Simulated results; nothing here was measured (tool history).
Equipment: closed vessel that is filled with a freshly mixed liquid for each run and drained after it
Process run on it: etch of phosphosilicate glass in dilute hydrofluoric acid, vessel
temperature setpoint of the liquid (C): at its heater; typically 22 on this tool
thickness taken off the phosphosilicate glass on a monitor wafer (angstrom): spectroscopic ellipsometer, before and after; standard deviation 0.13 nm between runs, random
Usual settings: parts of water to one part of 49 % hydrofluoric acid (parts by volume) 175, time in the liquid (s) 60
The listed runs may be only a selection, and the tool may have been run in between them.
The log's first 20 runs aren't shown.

| run | hour | temperature setpoint of the liquid (C) | parts of water to one part of 49 % hydrofluoric acid (parts by volume) | time in the liquid (s) | read-back film thickness of the phosphosilicate glass reference wafer, read on the same gauge (nm) | thickness taken off the phosphosilicate glass on a monitor wafer (angstrom) |
|---|---|---|---|---|---|---|
| 21 | 1532.4 | 22 | 175 | 60 | 100 | 263.4 |
| 22 | 1601.1 | 24 | 175 | 75 | 99.99 | 350.9 |
| 23 | 1643.1 | 22 | 260 | 30 | 99.98 | 81.7 |
| 24 | 1713.6 | 22 | 130 | 45 | 99.97 | 276.7 |
| 25 | 1755.9 | 22 | 95 | 45 | 100.01 | 395 |
| 26 | 1821.5 | 22 | 175 | 60 | 99.99 | 260.2 |
| 27 | 1865.5 | 22 | 175 | 60 | 99.99 | 262.4 |
| 28 | 1967.1 | 18 | 175 | 75 | 100 | 275 |
| 29 | 2023.2 | 19.5 | 135 | 45 | 99.98 | 239.4 |
| 30 | 2087.7 | 24.5 | 225 | 35 | 99.99 | 123.6 |
| 31 | 2138.1 | 22 | 200 | 60 | 100.01 | 222.3 |
| 32 | 2202.2 | 22 | 175 | 30 | 100.05 | 130 |
| 33 | 2293.9 | 24 | 215 | 80 | 99.99 | 290.2 |

3 options for the next run, each taken on its own from the tool as it stands now. Forecast them:
| A | 2294.6 | 22 | 175 | 60 | ? | ? |
| B | 2294.6 | 26 | 240 | 30 | ? | ? |
| C | 2294.6 | 22 | 175 | 90 | ? | ? |

| run | read-back film thickness of the phosphosilicate glass reference wafer, read on the same gauge (nm) | thickness taken off the phosphosilicate glass on a monitor wafer (angstrom) |
|---|---|---|
| A | 100.01 | 258.1 |
| B | 100.01 | 102 |
| C | 100.01 | 387.2 |
The same runs, with their run-to-run variation unchanged, on a tool lacking any hidden condition would have given:
| run | thickness taken off the phosphosilicate glass on a monitor wafer (angstrom) |
|---|---|
| A | 265.4 |
| B | 104.6 |
| C | 398.1 |
